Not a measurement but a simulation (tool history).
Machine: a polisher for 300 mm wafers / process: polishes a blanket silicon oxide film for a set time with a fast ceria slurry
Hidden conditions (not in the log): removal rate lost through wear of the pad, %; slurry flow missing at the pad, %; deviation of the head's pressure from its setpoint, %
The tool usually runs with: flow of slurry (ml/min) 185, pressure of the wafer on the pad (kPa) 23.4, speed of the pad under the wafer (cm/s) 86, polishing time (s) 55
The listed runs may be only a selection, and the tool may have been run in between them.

run     day  flow of slurry (ml/min)  pressure of the wafer on the pad (kPa)  speed of the pad under the wafer (cm/s)  polishing time (s)  wafers since the last listed run  wafers polished on this pad  hours since the slurry nozzle was cleaned  hours since the head pressure was calibrated  incoming thickness of the incoming film, nm  film removed (Å)
  1       0                      185                                    23.4                                       86                  55                                 0                         1392                                      478.1                                          86.6                                       3712.6              7240
  2   2.738                      185                                    23.4                                       86                  55                               748                         2141                                      543.8                                         152.3                                       3763.8              7156
  3   4.096                      185                                    23.4                                       86                  55                               371                         2513                                      576.4                                         184.9                                         3708              7186
  4   6.521                      185                                    23.4                                       86                  55                               663                         3176                                      634.6                                         243.1                                       3685.9              7245
      7.779  -- worn pad replaced by a new one
  5     7.8                      205                                    23.4                                       86                  55                               304                            5                                      665.3                                         273.8                                       3742.9              7270
      8.175  -- slurry nozzle cleaned
  6   9.996                      205                                    23.4                                       86                  55                               589                          594                                       43.7                                         326.5                                       3684.4              7558
  7  11.883                      185                                    23.4                                       86                  55                               516                         1110                                         89                                         371.8                                       3698.5              7379
  8  13.988                      185                                    23.4                                       86                  55                               575                         1686                                      139.5                                         422.3                                       3705.5              7454
  9  16.533                      185                                    23.4                                       86                  55                               696                         2383                                      200.6                                         483.4                                       3664.7              7376
     18.321  -- head pressure recalibrated
     19.721  -- worn pad replaced by a new one
 10  24.446                      185                                    23.4                                       86                  64                              2096                         1292                                      390.5                                           147                                       3722.8              8555
     30.754  -- worn pad replaced by a new one
 11  33.196                      185                                    28.3                                       86                  55                              2348                          667                                      600.5                                           357                                       3665.3              8610
 12  35.308                      185                                    28.3                                       86                  55                               577                         1245                                      651.2                                         407.7                                       3732.7              8624
 13  36.762                      185                                    23.4                                      108                  55                               397                         1643                                      686.1                                         442.6                                       3737.1              8983
     38.458  -- slurry nozzle cleaned
 14  38.692                      185                                    23.4                                      102                  74                               516                         2160                                        5.6                                         488.9                                       3666.3             12033
 15  40.558                      185                                    23.4                                       86                  55                               510                         2670                                       50.4                                         533.7                                       3690.4              7468
     41.504  -- worn pad replaced by a new one
     41.746  -- head pressure recalibrated
 16  42.317                      145                                    23.4                                       86                  43                               412                          199                                       92.6                                          13.7                                       3664.1              5605
 17  43.458                      185                                    23.4                                      110                  55                               312                          511                                        120                                          41.1                                       3729.1              9441
 18  44.829                      185                                    17.9                                      108                  62                               375                          886                                      152.9                                            74                                       3740.8              8100
 19  47.462                      185                                    23.4                                       64                  68                               720                         1607                                      216.1                                         137.2                                       3643.7              6762
 20  49.217                      250                                    17.2                                       62                  55                               479                         2087                                      258.2                                         179.3                                       3644.3              4040
 21  51.521                      185                                    23.4                                       86                  69                               630                         2717                                      313.5                                         234.6                                       3661.3              9203
 22  53.712                      185                                    29.6                                      108                  55                               599                         3317                                      366.1                                         287.2                                       3695.1             11612
     53.921  -- worn pad replaced by a new one
 23  56.125                      185                                    17.9                                      108                  62                               614                          603                                        424                                         345.1                                       3706.4              7824
 24  59.033                      185                                    23.4                                       86                  55                               795                         1398                                      493.8                                         414.9                                       3658.9              7303
     60.079  -- head pressure recalibrated
 25  60.979                      220                                    23.4                                       86                  55                               509                         1908                                      540.5                                          21.6                                       3721.6              7430

Forecast each of these 3 alternatives for the next run:
  A  60.996                      185                                    23.4                                       86                  55                                 4                         1912                                      540.9                                            22                                       3701.8                 ?
  B  60.996                      185                                    23.4                                       94                  55                                 4                         1912                                      540.9                                            22                                       3701.8                 ?
  C  60.996                      230                                    31.7                                       60                  45                                 4                         1912                                      540.9                                            22                                       3701.8                 ?

run  film removed (Å)
  A              7259
  B              7934
  C              5730
What these runs would have given with no unlogged condition in the tool:
run  film removed (Å)
  A              7492
  B              8188
  C              5892
